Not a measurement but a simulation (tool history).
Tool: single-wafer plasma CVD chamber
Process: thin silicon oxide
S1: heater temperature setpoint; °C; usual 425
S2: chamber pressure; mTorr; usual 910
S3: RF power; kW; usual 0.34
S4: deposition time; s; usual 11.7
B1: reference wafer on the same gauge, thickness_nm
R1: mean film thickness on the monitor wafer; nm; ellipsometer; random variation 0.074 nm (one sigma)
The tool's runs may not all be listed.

run,hour,S1,S2,S3,S4,B1,R1
1,0,425,910,0.34,13,27.603,25.19
2,32.5,425,910,0.34,13,27.6,25.054
3,77.2,425,910,0.34,11.7,27.589,22.545
4,103.7,425,910,0.34,11.7,27.595,22.421
5,144.3,425,910,0.34,13.6,27.604,26.117
6,172.9,425,910,0.34,11.7,27.594,22.575
7,218.8,437,910,0.34,11.7,27.61,22.196
8,265.7,425,910,0.34,11.1,27.621,21.215
9,297.2,412,910,0.34,11.7,27.598,22.602
10,368.6,438,738,0.34,11.7,27.591,18.87
11,399.2,425,910,0.34,11.7,27.573,22.2
12,468.3,412,910,0.29,11.7,27.581,21.219
13,506.6,425,910,0.34,11.7,27.612,22.228
# hour 553.3: RF generator calibrated
14,553.8,425,910,0.34,11.7,27.568,22.296
15,619.7,425,910,0.34,13,27.6,24.644
# hour 670: showerhead replaced
16,687.5,433,910,0.295,10.9,27.602,19.518
17,722.6,425,910,0.34,11.7,27.603,22.237
18,789.9,425,910,0.3,9.6,27.577,17.348
19,848.6,425,910,0.28,11.7,27.573,20.486
# hour 873.9: thermocouple changed; heater temperature recalibrated
# hour 880.7: capacitance manometer re-zeroed and calibrated
20,907.2,425,910,0.34,11.7,27.607,23.4
21,955,425,910,0.34,11.7,27.61,23.309
22,989.6,425,686,0.34,12.9,27.604,21.037
23,1120.7,411,807,0.3,14,27.622,24.731
24,1150.2,425,910,0.34,11.7,27.591,23.347
25,1212.7,421,910,0.34,11.7,27.589,23.479
26,1369.9,425,910,0.34,11.7,27.576,23.379
27,1394.7,439,910,0.34,13.1,27.589,25.847
28,1460.6,425,1002,0.34,9.4,27.592,20.062
29,1524.1,425,910,0.34,11.7,27.59,23.359
# hour 1568: RF generator calibrated
30,1568.5,425,910,0.34,10.7,27.592,21.417

The tool's hidden state at each run:
wafer temperature above the value expected at the setpoint (K): 0 in every run
delivered RF power above the setpoint (%): 0 in every run
gauge reads high (%): 0 in every run
H1: true pressure above the setpoint (%)
run,H1
1,-4.73
2,-4.83
3,-4.98
4,-5.07
5,-5.21
6,-5.3
7,-5.46
8,-5.63
9,-5.74
10,-6
11,-6.12
12,-6.38
13,-6.53
14,-6.72
15,-6.98
16,-7.26
17,-7.41
18,-7.69
19,-7.95
20,0.318
21,0.315
22,0.31
23,0.279
24,0.268
25,0.242
26,0.152
27,0.135
28,0.0844
29,0.0303
30,-0.0108

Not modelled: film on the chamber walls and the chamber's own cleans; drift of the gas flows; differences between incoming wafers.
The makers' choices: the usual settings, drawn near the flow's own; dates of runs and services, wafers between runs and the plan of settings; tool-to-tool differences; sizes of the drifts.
